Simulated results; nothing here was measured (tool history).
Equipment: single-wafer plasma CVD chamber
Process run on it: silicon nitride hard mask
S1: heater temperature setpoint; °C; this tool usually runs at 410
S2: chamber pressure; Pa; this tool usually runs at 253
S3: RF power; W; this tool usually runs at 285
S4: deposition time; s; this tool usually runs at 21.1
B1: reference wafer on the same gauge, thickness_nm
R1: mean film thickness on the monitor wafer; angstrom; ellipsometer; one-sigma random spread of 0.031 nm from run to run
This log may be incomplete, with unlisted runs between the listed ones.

| run | hour | S1 | S2 | S3 | S4 | B1 | R1 |
|---|---|---|---|---|---|---|---|
| 1 | 0 | 402 | 253 | 285 | 21.1 | 18.299 | 200.3 |
| 2 | 14.3 | 402 | 253 | 285 | 21.1 | 18.304 | 200.18 |
| 3 | 31.4 | 402 | 253 | 285 | 21.1 | 18.314 | 199.71 |
| 4 | 44.4 | 410 | 253 | 285 | 21.1 | 18.3 | 198.86 |
| 5 | 54 | 410 | 253 | 285 | 21.1 | 18.308 | 198.53 |
| 6 | 64.3 | 410 | 253 | 285 | 21.1 | 18.302 | 198.73 |
| 7 | 81.8 | 410 | 253 | 285 | 21.1 | 18.307 | 198.06 |
| 8 | 97.8 | 410 | 253 | 285 | 21.1 | 18.312 | 198.48 |
| 9 | 110.2 | 410 | 253 | 285 | 21.1 | 18.3 | 198.41 |
| 10 | 126.3 | 410 | 253 | 285 | 21.1 | 18.307 | 197.94 |
| 11 | 141.1 | 410 | 253 | 305 | 21.1 | 18.3 | 209.79 |
|  | 146.3 | gauge calibrated |
| 12 | 151.7 | 410 | 253 | 270 | 21.1 | 18.313 | 188.72 |
| 13 | 164.9 | 410 | 253 | 270 | 21.1 | 18.317 | 188.6 |
| 14 | 170.9 | 410 | 253 | 285 | 19.4 | 18.299 | 181.48 |
| 15 | 177.2 | 397 | 225 | 255 | 25.1 | 18.301 | 207.84 |
| 16 | 184.2 | 410 | 209 | 260 | 21.1 | 18.284 | 171.95 |
|  | 208.3 | thermocouple changed; heater temperature recalibrated |
| 17 | 208.8 | 397 | 253 | 260 | 18.8 | 18.302 | 163.1 |
| 18 | 212.8 | 410 | 253 | 285 | 21.1 | 18.296 | 198.05 |
|  | 229.2 | capacitance manometer re-zeroed and calibrated |
|  | 230.6 | showerhead replaced |
| 19 | 231.1 | 402 | 253 | 285 | 21.1 | 18.31 | 198.08 |
|  | 239.1 | RF generator calibrated |
| 20 | 243.2 | 401 | 253 | 265 | 23.7 | 18.315 | 219.22 |
| 21 | 254.4 | 410 | 253 | 285 | 21.1 | 18.291 | 207.18 |
| 22 | 271.5 | 410 | 253 | 335 | 21.1 | 18.3 | 235.79 |
| 23 | 285.3 | 410 | 253 | 285 | 24.2 | 18.298 | 237.44 |
| 24 | 300.1 | 400 | 253 | 285 | 21.1 | 18.299 | 207.69 |
| 25 | 314.2 | 410 | 253 | 285 | 21.1 | 18.289 | 206.76 |

The next listed run, before its measurement:
| 26 | 324.9 | 410 | 225 | 285 | 21.1 | ? | ? |

{"run 26": {"B1": 18.305, "R1": 200.32}}
Take away the tool's hidden state, keep the run-to-run variation as it was, and the same run would have given R1 200.42 angstrom.
